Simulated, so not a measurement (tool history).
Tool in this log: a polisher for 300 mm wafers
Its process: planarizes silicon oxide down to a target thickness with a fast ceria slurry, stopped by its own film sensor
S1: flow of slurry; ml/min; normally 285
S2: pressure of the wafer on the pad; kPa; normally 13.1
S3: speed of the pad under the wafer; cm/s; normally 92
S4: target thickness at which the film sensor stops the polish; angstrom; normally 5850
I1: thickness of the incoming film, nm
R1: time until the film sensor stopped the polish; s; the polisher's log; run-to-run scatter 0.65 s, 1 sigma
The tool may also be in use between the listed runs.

Run 1, hour 0.0: usual settings but S4 6650 angstrom; I1 1182.4. Result: R1 50.1 s.
Run 2, hour 48.6: usual settings but S4 6650 angstrom; I1 1187.0. Result: R1 50.6 s.
Run 3, hour 103.0: usual settings; I1 1187.4. Result: R1 58.4 s.
Run 4, hour 186.5: usual settings; I1 1195.4. Result: R1 59.7 s.
At hour 225.0: head pressure recalibrated.
Run 5, hour 280.4: usual settings but S1 210 ml/min, S2 15.9 kPa; I1 1211.2. Result: R1 57.3 s.
Run 6, hour 368.4: usual settings but S1 210 ml/min, S2 15.9 kPa; I1 1213.0. Result: R1 57.8 s.
At hour 387.0: worn pad replaced by a new one.
Run 7, hour 420.6: usual settings but S1 210 ml/min, S2 15.9 kPa; I1 1166.8. Result: R1 53.5 s.
At hour 515.4: slurry nozzle cleaned.
Run 8, hour 523.4: usual settings but S2 11.0 kPa, S4 4610 angstrom; I1 1187.7. Result: R1 80.5 s.
Run 9, hour 604.2: usual settings but S3 78 cm/s, S4 7350 angstrom; I1 1179.4. Result: R1 48.3 s.
Run 10, hour 695.4: usual settings but S3 78 cm/s, S4 7350 angstrom; I1 1213.8. Result: R1 52.6 s.
Run 11, hour 743.4: usual settings but S4 4300 angstrom; I1 1173.3. Result: R1 71.9 s.
Run 12, hour 815.7: usual settings but S4 4300 angstrom; I1 1170.1. Result: R1 72.3 s.
At hour 885.6: head pressure recalibrated.
Run 13, hour 896.6: usual settings but S4 4300 angstrom; I1 1207.5. Result: R1 79.9 s.
Run 14, hour 958.9: usual settings; I1 1196.7. Result: R1 62.8 s.
Run 15, hour 1031.5: usual settings; I1 1189.9. Result: R1 62.6 s.
At hour 1054.6: worn pad replaced by a new one.
Run 16, hour 1127.4: usual settings but S1 365 ml/min, S4 6910 angstrom; I1 1173.6. Result: R1 46.8 s.
At hour 1176.3: slurry nozzle cleaned.
Run 17, hour 1200.8: usual settings but S3 78 cm/s, S4 7350 angstrom; I1 1195.8. Result: R1 49.3 s.
Run 18, hour 1302.6: usual settings but S1 190 ml/min, S2 16.5 kPa; I1 1201.4. Result: R1 49.6 s.
Run 19, hour 1393.0: usual settings; I1 1202.3. Result: R1 60.2 s.
Run 20, hour 1436.6: usual settings but S1 215 ml/min, S2 17.9 kPa, S3 116 cm/s, S4 7490 angstrom; I1 1176.2. Result: R1 26.3 s.
Run 21, hour 1535.9: usual settings; I1 1206.5. Result: R1 61.0 s.
Run 22, hour 1601.2: usual settings but S1 345 ml/min, S3 114 cm/s; I1 1186.3. Result: R1 48.1 s.
At hour 1615.9: head pressure recalibrated.
Run 23, hour 1640.4: usual settings but S1 350 ml/min, S2 10.3 kPa, S3 110 cm/s, S4 3930 angstrom; I1 1206.9. Result: R1 88.5 s.
At hour 1673.0: worn pad replaced by a new one.
At hour 1706.7: slurry nozzle cleaned.
Run 24, hour 1712.2: usual settings; I1 1195.2. Result: R1 57.8 s.
Run 25, hour 1799.9: usual settings but S3 108 cm/s; I1 1195.3. Result: R1 52.0 s.
Run 26, hour 1836.0: usual settings but S4 7760 angstrom; I1 1190.9. Result: R1 39.9 s.
Run 27, hour 1880.4: usual settings; I1 1210.9. Result: R1 59.7 s.
Run 28, hour 1949.8: usual settings; I1 1177.0. Result: R1 58.4 s.
Run 29, hour 2022.6: usual settings but S3 66 cm/s; I1 1187.2. Result: R1 77.2 s.
Run 30, hour 2087.7: usual settings but S1 260 ml/min, S3 116 cm/s; I1 1175.6. Result: R1 48.7 s.
Run 31, hour 2145.9: usual settings but S1 260 ml/min, S3 64 cm/s, S4 7400 angstrom; I1 1180.5. Result: R1 58.8 s.
Run 32, hour 2206.0: usual settings but S2 9.0 kPa, S4 6570 angstrom; I1 1195.2. Result: R1 79.3 s.
At hour 2219.6: worn pad replaced by a new one.
At hour 2253.1: slurry nozzle cleaned.
Run 33, hour 2311.8: usual settings but S3 102 cm/s; I1 1178.9. Result: R1 50.8 s.
At hour 2336.8: head pressure recalibrated.
Run 34, hour 2406.8: usual settings but S3 78 cm/s, S4 7350 angstrom; I1 1175.8. Result: R1 51.0 s.
Run 35, hour 2474.8: usual settings but S1 355 ml/min, S2 15.2 kPa; I1 1187.7. Result: R1 49.5 s.
Run 36, hour 2551.1: usual settings but S1 225 ml/min, S3 68 cm/s, S4 4990 angstrom; I1 1180.7. Result: R1 88.3 s.

A few steps of R1 between consecutive runs. Split each: what settings, incoming material and random variation would produce without the hidden state, and what is left over for the hidden state, along with gauge scatter present in only one of the two compared results (measured, and without hidden state):
Hidden conditions of the tool in this case: removal rate lost through wear of the pad, %; slurry flow missing at the pad, %; deviation of the head's pressure from its setpoint, %.
Run 7 -> 8: S1 210 -> 285, S2 15.9 -> 11.0, S4 5850 -> 4610, slurry nozzle cleaned. R1 +27.0 s: hidden state -7.6, all else +34.6.
Run 12 -> 13: head pressure recalibrated. R1 +7.6 s: hidden state +4.9, all else +2.7.
Run 20 -> 21: S1 215 -> 285, S2 17.9 -> 13.1, S3 116 -> 92, S4 7490 -> 5850. R1 +34.7 s: hidden state +0.0, all else +34.7.
Run 22 -> 23: S1 345 -> 350, S2 13.1 -> 10.3, S3 114 -> 110, S4 5850 -> 3930, head pressure recalibrated. R1 +40.4 s: hidden state +3.5, all else +36.9.
Run 23 -> 24: S1 350 -> 285, S2 10.3 -> 13.1, S3 110 -> 92, S4 3930 -> 5850, worn pad replaced by a new one, slurry nozzle cleaned. R1 -30.7 s: hidden state -4.8, all else -25.9.
Run 35 -> 36: S1 355 -> 225, S2 15.2 -> 13.1, S3 92 -> 68, S4 5850 -> 4990. R1 +38.8 s: hidden state +2.7, all else +36.1.
